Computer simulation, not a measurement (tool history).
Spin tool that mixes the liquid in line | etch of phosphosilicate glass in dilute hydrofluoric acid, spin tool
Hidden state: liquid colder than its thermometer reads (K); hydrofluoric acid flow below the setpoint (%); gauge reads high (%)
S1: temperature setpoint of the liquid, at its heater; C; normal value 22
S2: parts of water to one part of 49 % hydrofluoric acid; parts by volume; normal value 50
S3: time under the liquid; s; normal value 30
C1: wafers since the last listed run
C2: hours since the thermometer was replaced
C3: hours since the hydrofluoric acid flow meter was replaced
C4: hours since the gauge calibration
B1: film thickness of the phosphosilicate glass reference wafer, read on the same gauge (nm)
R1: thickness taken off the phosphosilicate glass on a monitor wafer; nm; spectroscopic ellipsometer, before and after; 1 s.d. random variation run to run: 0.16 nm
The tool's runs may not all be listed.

run	hour	S1	S2	S3	C1	C2	C3	C4	B1	R1
1	0	22	50	25	0	371.7	84.2	566.4	50.03	30.9
2	26.7	22	50	25	382	398.4	110.9	593.1	50.02	30.66
3	57	22	50	30	434	428.7	141.2	623.4	49.99	36.65
4	88.6	22	50	30	452	460.3	172.8	655	50.01	36.64
5	115.1	22	50	30	379	486.8	199.3	681.5	50.01	36.54
6	145.7	22	50	30	438	517.4	229.9	712.1	49.99	36.4
7	167.3	22	50	30	309	539	251.5	733.7	49.99	36.61
8	189	22	50	30	310	560.7	273.2	755.4	49.99	36.5
9	213	22	50	30	343	584.7	297.2	779.4	50.01	36.23
10	239.8	22	50	30	383	611.5	324	806.2	50.01	36.31
11	252.8	22	50	30	186	624.5	337	819.2	49.97	36.07
12	271.7	22	50	30	270	643.4	355.9	838.1	49.99	36.11
13	304.1	22	50	30	464	675.8	388.3	870.5	50.03	36.19
# hour 328.4: hydrofluoric acid flow meter replaced
14	339	22	75	45	485	710.7	10.6	905.4	49.99	36.19
# hour 354.5: gauge calibrated
15	371.5	22	40	40	465	743.2	43.1	17	49.99	63
16	396.9	25.5	50	30	363	768.6	68.5	42.4	50	42.85
17	414.7	20.5	40	40	255	786.4	86.3	60.2	50.03	58.64
18	449.2	25.5	60	30	494	820.9	120.8	94.7	49.96	35.17
19	471.7	22	50	30	322	843.4	143.3	117.2	50	36.8
20	485.8	22	50	30	202	857.5	157.4	131.3	50	36.81
# hour 505.1: thermometer replaced
21	505.6	22	50	30	269	0.5	177.2	151.1	49.98	37.01
22	527.3	22	50	40	310	22.2	198.9	172.8	49.98	48.64
23	559.8	22	35	30	465	54.7	231.4	205.3	50.01	53.29
24	580.8	19	45	20	300	75.7	252.4	226.3	50	23.95
25	616.3	22	30	30	508	111.2	287.9	261.8	50.02	61.81
26	636.7	17	70	15	292	131.6	308.3	282.2	50	10.21
27	668.8	26	50	45	459	163.7	340.4	314.3	50	63.2
28	704	22	50	30	504	198.9	375.6	349.5	50.01	36.38
29	733.1	22	50	30	416	228	404.7	378.6	50.02	35.9
30	746.6	26	50	15	193	241.5	418.2	392.1	50.02	21.05
31	772.3	22	50	30	368	267.2	443.9	417.8	49.97	35.75
32	789.9	22	50	45	252	284.8	461.5	435.4	50	53.14
# hour 797.2: hydrofluoric acid flow meter replaced
33	819.2	20.5	30	45	405	314.1	22	464.7	49.96	90.02

Consider 4 possible next runs. They are alternatives, not a sequence: every one starts from the tool as it was left by run 33. What does each give?
A	819.6	22	50	30	5	314.5	22.4	465.1	?	?
B	819.6	20.5	50	20	5	314.5	22.4	465.1	?	?
C	819.6	25.5	30	40	5	314.5	22.4	465.1	?	?
D	819.6	19	35	30	5	314.5	22.4	465.1	?	?

run	B1	R1
A	50.01	37.11
B	50.01	23.22
C	50.01	97.96
D	50.01	47.53
The same runs, with their run-to-run variation unchanged, on a tool lacking any hidden condition would have given:
run	R1
A	37.28
B	23.33
C	98.4
D	47.74
